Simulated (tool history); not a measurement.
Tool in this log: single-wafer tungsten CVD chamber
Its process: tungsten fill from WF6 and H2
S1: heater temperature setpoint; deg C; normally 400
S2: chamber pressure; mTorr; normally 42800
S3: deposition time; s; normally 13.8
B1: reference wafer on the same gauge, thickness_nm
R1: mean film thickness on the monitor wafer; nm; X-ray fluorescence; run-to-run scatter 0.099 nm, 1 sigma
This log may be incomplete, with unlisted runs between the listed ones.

run	hour	S1	S2	S3	B1	R1
1	0.0	390	42800	13.8	39.198	37.512
2	17.6	400	42800	15.1	39.199	48.423
3	30.9	400	42800	15.1	39.216	48.462
4	46.4	400	42800	15.1	39.206	48.398
5	61.3	400	42800	12.1	39.217	38.853
6	74.4	400	42800	12.1	39.206	38.955
7	84.9	400	42800	12.1	39.205	38.984
8	102.1	400	42800	15.0	39.195	48.229
9	112.1	403	42800	13.8	39.161	46.281
10	124.1	403	42800	13.8	39.243	46.564
# hour 127.5: gauge calibrated
11	141.5	403	42800	13.8	39.184	46.342
12	154.4	400	37200	13.8	39.173	41.133
# hour 170.1: showerhead replaced
13	170.4	400	35200	11.6	39.210	33.537
14	176.6	400	42800	14.9	39.244	47.720
15	185.6	409	51200	13.0	39.168	52.654
16	198.7	400	42800	13.8	39.195	44.472
17	210.3	400	47100	14.9	39.180	50.105

Run 18, settings as shown, results not yet in. Your forecast:
18	227.4	400	42800	13.0	?	?

B1: 39.207
R1: 41.551 nm
With the hidden condition absent and the run-to-run variation left alone, this run would have shown R1 41.551 nm.

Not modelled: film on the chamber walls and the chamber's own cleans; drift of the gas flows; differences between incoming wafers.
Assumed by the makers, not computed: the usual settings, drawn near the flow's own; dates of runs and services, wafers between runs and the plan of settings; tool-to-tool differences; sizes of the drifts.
